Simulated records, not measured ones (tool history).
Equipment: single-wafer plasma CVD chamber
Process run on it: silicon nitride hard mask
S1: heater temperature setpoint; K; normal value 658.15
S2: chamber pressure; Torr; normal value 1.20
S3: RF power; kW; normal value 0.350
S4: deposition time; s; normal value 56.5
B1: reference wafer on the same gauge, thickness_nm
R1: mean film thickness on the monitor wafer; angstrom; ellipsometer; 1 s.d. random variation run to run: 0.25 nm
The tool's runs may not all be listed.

| run | hour | S1 | S2 | S3 | S4 | B1 | R1 |
|---|---|---|---|---|---|---|---|
| 1 | 0.0 | 658.15 | 1.40 | 0.350 | 56.5 | 63.819 | 626.24 |
| 2 | 62.1 | 658.15 | 1.40 | 0.350 | 56.5 | 63.651 | 624.95 |
| 3 | 87.8 | 658.15 | 1.13 | 0.350 | 56.5 | 63.586 | 595.16 |
| 4 | 104.3 | 658.15 | 1.13 | 0.350 | 56.5 | 63.600 | 591.61 |
| 5 | 125.1 | 658.15 | 1.13 | 0.350 | 56.5 | 63.497 | 596.47 |
| 6 | 197.7 | 658.15 | 1.20 | 0.350 | 56.5 | 63.423 | 600.54 |
| 7 | 221.9 | 647.15 | 1.20 | 0.350 | 56.5 | 63.271 | 605.24 |
|  | 255.6 | RF generator calibrated |
| 8 | 256.1 | 658.15 | 0.98 | 0.370 | 56.5 | 63.336 | 590.63 |
| 9 | 282.9 | 651.15 | 1.20 | 0.350 | 56.5 | 63.219 | 604.58 |
| 10 | 310.5 | 658.15 | 1.20 | 0.350 | 56.5 | 63.308 | 597.62 |
| 11 | 328.6 | 658.15 | 1.00 | 0.385 | 59.8 | 62.941 | 633.59 |
| 12 | 379.6 | 648.15 | 1.39 | 0.290 | 63.4 | 62.902 | 640.06 |
|  | 391.9 | capacitance manometer re-zeroed and calibrated |
| 13 | 405.1 | 658.15 | 1.20 | 0.350 | 56.5 | 62.939 | 600.48 |
|  | 421.2 | thermocouple changed; heater temperature recalibrated |
| 14 | 423.1 | 658.15 | 1.39 | 0.350 | 56.5 | 62.828 | 618.48 |
| 15 | 483.5 | 667.15 | 1.12 | 0.295 | 65.5 | 62.742 | 623.66 |
| 16 | 510.6 | 658.15 | 1.20 | 0.350 | 56.5 | 62.852 | 594.05 |

What will run 17 give?
|  | 525.2 | showerhead replaced |
| 17 | 531.4 | 673.15 | 1.20 | 0.350 | 56.5 | ? | ? |

B1: 62.754
R1: 592.54 angstrom
Take away the tool's hidden state, keep the run-to-run variation as it was, and the same run would have given R1 605.88 angstrom.

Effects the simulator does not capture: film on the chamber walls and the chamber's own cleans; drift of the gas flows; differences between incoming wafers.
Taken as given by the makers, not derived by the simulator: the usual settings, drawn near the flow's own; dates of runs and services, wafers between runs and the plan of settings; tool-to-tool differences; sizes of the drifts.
